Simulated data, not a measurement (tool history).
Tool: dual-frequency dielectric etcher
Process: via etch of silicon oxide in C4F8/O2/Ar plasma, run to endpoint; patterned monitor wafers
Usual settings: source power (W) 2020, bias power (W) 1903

run,hour,source power (W),bias power (W),"incoming incoming film thickness, nm",endpoint time (s)
1,0.0,2020,1903,1131.1,230.1
2,12.9,2020,1903,1127.4,233.1
3,36.3,2400,1903,1130.0,218.6
4,62.0,2020,2030,1126.8,227.2
# hour 120.6: upper electrode replaced
# hour 142.3: bias power generator calibrated
# hour 142.4: wet clean of the chamber
5,142.8,2020,2030,1133.9,219.9
6,154.8,2020,2030,1130.5,218.3
7,180.3,2020,1903,1133.1,221.5
# hour 207.9: source power generator calibrated
8,214.7,2400,1903,1132.4,211.5
9,237.9,2210,2269,1130.3,209.1
10,265.8,1740,1903,1131.2,233.4
11,299.1,1740,1764,1127.1,239.7
12,315.6,2020,1903,1130.8,225.2
13,332.9,2020,2237,1131.7,219.0
14,363.1,1530,2137,1127.4,239.6

3 options for the next run, each taken on its own from the tool as it stands now. Forecast them:
A,363.6,2020,1903,1118.2,?
B,363.6,1580,2376,1118.2,?
C,363.6,2020,2171,1118.2,?

run,endpoint time (s)
A,223.6
B,226.6
C,216.4
Take away the tool's hidden state, keep each run's random variation, and the runs would have read:
run,endpoint time (s)
A,219.6
B,222.6
C,212.6
